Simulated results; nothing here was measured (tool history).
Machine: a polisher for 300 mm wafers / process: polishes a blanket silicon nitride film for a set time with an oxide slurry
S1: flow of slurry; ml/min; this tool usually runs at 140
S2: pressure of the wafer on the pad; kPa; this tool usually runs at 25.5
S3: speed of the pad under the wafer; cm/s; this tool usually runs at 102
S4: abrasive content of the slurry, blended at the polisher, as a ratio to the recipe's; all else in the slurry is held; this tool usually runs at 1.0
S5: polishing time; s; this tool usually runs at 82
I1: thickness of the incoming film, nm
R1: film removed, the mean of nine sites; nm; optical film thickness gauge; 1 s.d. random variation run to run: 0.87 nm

Run 1, hour 0.0: usual settings; I1 513.7. Result: R1 50.5 nm.
Run 2, hour 16.2: usual settings; I1 514.9. Result: R1 48.7 nm.
At hour 29.5: worn pad replaced by a new one.
Run 3, hour 30.0: usual settings; I1 505.5. Result: R1 48.1 nm.
Run 4, hour 61.1: usual settings but S4 0.8; I1 515.2. Result: R1 41.5 nm.
At hour 68.9: head pressure recalibrated.
Run 5, hour 70.5: usual settings but S4 0.8; I1 511.6. Result: R1 42.2 nm.
At hour 79.0: slurry nozzle cleaned.
Run 6, hour 79.8: usual settings; I1 507.2. Result: R1 46.7 nm.
Run 7, hour 88.0: usual settings; I1 507.2. Result: R1 45.4 nm.
At hour 105.9: conditioning disc replaced and pad reconditioned.
Run 8, hour 106.4: usual settings but S1 95 ml/min, S3 114 cm/s; I1 516.8. Result: R1 46.1 nm.
At hour 121.1: slurry blender recalibrated.
Run 9, hour 121.6: usual settings; I1 509.6. Result: R1 57.3 nm.
At hour 131.3: worn pad replaced by a new one, of another model than before.
Run 10, hour 136.8: usual settings but S2 29.6 kPa, S3 130 cm/s; I1 509.2. Result: R1 77.0 nm.
Run 11, hour 148.2: usual settings but S4 0.8, S5 53 s; I1 514.4. Result: R1 33.6 nm.
Run 12, hour 161.8: usual settings but S3 126 cm/s; I1 507.7. Result: R1 70.2 nm.
Run 13, hour 170.1: usual settings but S5 54 s; I1 504.7. Result: R1 36.8 nm.
Run 14, hour 178.2: usual settings; I1 512.1. Result: R1 55.8 nm.

How would selected steps in R1 from run to run divide? Give the signed amount a tool lacking its hidden state would still show from settings, what came in and random variation, and the signed amount left for the hidden state, including any gauge scatter that is not in both of the compared results.
What the log doesn't record here: removal rate lost through wear of the pad, %; slurry flow missing at the pad, %; deviation of the head's pressure from its setpoint, %; abrasive missing from the slurry, %; time polished since the conditioner stopped cutting, s.
Run 8 -> 9: S1 95 -> 140, S3 114 -> 102, slurry blender recalibrated. R1 +11.2 nm: hidden state +11.8, all else -0.6.
Run 10 -> 11: S2 29.6 -> 25.5, S3 130 -> 102, S4 1.0 -> 0.8, S5 82 -> 53. R1 -43.4 nm: hidden state +0.6, all else -44.0.
